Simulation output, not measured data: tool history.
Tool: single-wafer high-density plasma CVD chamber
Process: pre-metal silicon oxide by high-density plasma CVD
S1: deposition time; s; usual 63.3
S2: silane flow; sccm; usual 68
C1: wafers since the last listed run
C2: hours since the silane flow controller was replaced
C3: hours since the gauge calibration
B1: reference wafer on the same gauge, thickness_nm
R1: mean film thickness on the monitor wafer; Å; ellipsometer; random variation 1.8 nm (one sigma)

run 1 hour=0.0 | S1=63.3 S2=68 | C1=0 C2=2784.9 C3=1504.3 | B1=394.361 | R1=4383.12
run 2 hour=56.4 | S1=63.3 S2=68 | C1=1316 C2=2841.3 C3=1560.7 | B1=393.797 | R1=4366.75
run 3 hour=105.4 | S1=63.3 S2=68 | C1=1143 C2=2890.3 C3=1609.7 | B1=394.289 | R1=4406.06
run 4 hour=183.1 | S1=63.3 S2=68 | C1=1813 C2=2968.0 C3=1687.4 | B1=393.843 | R1=4376.05
run 5 hour=221.9 | S1=63.3 S2=72 | C1=905 C2=3006.8 C3=1726.2 | B1=393.920 | R1=4674.39
run 6 hour=318.2 | S1=63.3 S2=68 | C1=2247 C2=3103.1 C3=1822.5 | B1=393.909 | R1=4414.28
run 7 hour=389.1 | S1=63.3 S2=68 | C1=1655 C2=3174.0 C3=1893.4 | B1=394.318 | R1=4366.70
run 8 hour=496.0 | S1=63.3 S2=68 | C1=2495 C2=3280.9 C3=2000.3 | B1=394.075 | R1=4398.61
run 9 hour=566.0 | S1=63.3 S2=68 | C1=1634 C2=3350.9 C3=2070.3 | B1=393.820 | R1=4425.34
run 10 hour=605.4 | S1=63.3 S2=68 | C1=919 C2=3390.3 C3=2109.7 | B1=393.481 | R1=4405.65
run 11 hour=652.2 | S1=63.3 S2=68 | C1=1092 C2=3437.1 C3=2156.5 | B1=393.964 | R1=4376.67
run 12 hour=692.6 | S1=63.3 S2=68 | C1=943 C2=3477.5 C3=2196.9 | B1=394.218 | R1=4412.59
run 13 hour=780.8 | S1=63.3 S2=63 | C1=2058 C2=3565.7 C3=2285.1 | B1=393.813 | R1=4071.42
run 14 hour=856.3 | S1=63.3 S2=63 | C1=1762 C2=3641.2 C3=2360.6 | B1=394.158 | R1=4101.53
run 15 hour=938.1 | S1=63.3 S2=73 | C1=1909 C2=3723.0 C3=2442.4 | B1=394.200 | R1=4765.68
run 16 hour=1000.4 | S1=63.3 S2=68 | C1=1454 C2=3785.3 C3=2504.7 | B1=394.041 | R1=4423.24
-- hour=1050.3 gauge calibrated
run 17 hour=1070.4 | S1=56.9 S2=68 | C1=1634 C2=3855.3 C3=20.1 | B1=394.284 | R1=3989.44
run 18 hour=1154.6 | S1=75.9 S2=72 | C1=1965 C2=3939.5 C3=104.3 | B1=394.017 | R1=5641.03
-- hour=1367.6 silane flow controller replaced
run 19 hour=1368.1 | S1=63.3 S2=80 | C1=4797 C2=0.5 C3=317.8 | B1=394.213 | R1=4996.02
run 20 hour=1466.1 | S1=63.3 S2=68 | C1=2287 C2=98.5 C3=415.8 | B1=394.046 | R1=4306.57
run 21 hour=1502.9 | S1=58.9 S2=76 | C1=859 C2=135.3 C3=452.6 | B1=394.066 | R1=4482.66
run 22 hour=1584.5 | S1=69.9 S2=59 | C1=1904 C2=216.9 C3=534.2 | B1=393.798 | R1=4107.25
run 23 hour=1661.4 | S1=70.8 S2=62 | C1=1795 C2=293.8 C3=611.1 | B1=393.815 | R1=4401.96
run 24 hour=1699.4 | S1=71.8 S2=64 | C1=887 C2=331.8 C3=649.1 | B1=394.333 | R1=4614.41
run 25 hour=1754.8 | S1=70.8 S2=78 | C1=1293 C2=387.2 C3=704.5 | B1=393.774 | R1=5552.69
run 26 hour=1853.8 | S1=57.0 S2=60 | C1=2311 C2=486.2 C3=803.5 | B1=394.217 | R1=3414.90
run 27 hour=1939.1 | S1=57.5 S2=68 | C1=1991 C2=571.5 C3=888.8 | B1=393.921 | R1=3919.04
run 28 hour=1991.2 | S1=72.5 S2=57 | C1=1216 C2=623.6 C3=940.9 | B1=394.278 | R1=4152.60
run 29 hour=2037.2 | S1=59.2 S2=58 | C1=1073 C2=669.6 C3=986.9 | B1=394.074 | R1=3464.62
run 30 hour=2115.8 | S1=63.3 S2=68 | C1=1834 C2=748.2 C3=1065.5 | B1=393.562 | R1=4295.31
run 31 hour=2166.3 | S1=56.7 S2=55 | C1=1178 C2=798.7 C3=1116.0 | B1=393.937 | R1=3130.43
run 32 hour=2402.9 | S1=63.3 S2=68 | C1=5523 C2=1035.3 C3=1352.6 | B1=394.103 | R1=4328.72
run 33 hour=2477.8 | S1=55.1 S2=72 | C1=1748 C2=1110.2 C3=1427.5 | B1=393.780 | R1=4024.46

Some steps in R1 between neighbouring runs. How much of each would the tool show without its hidden state too (settings, what came in, random variation), and how much is left for the hidden state, with any gauge scatter that isn't in both results?
The hidden state here: delivered silane flow above the setpoint (%); gauge reads high (%).
Run 17 -> 18: S1 56.9 -> 75.9, S2 68 -> 72. R1 +1651.59 Å: hidden state +69.79, all else +1581.80.
Run 18 -> 19: S1 75.9 -> 63.3, S2 72 -> 80, silane flow controller replaced. R1 -645.01 Å: hidden state -190.49, all else -454.52.
Run 25 -> 26: S1 70.8 -> 57.0, S2 78 -> 60. R1 -2137.79 Å: hidden state -20.77, all else -2117.02.
Run 31 -> 32: S1 56.7 -> 63.3, S2 55 -> 68. R1 +1198.29 Å: hidden state +29.16, all else +1169.13.
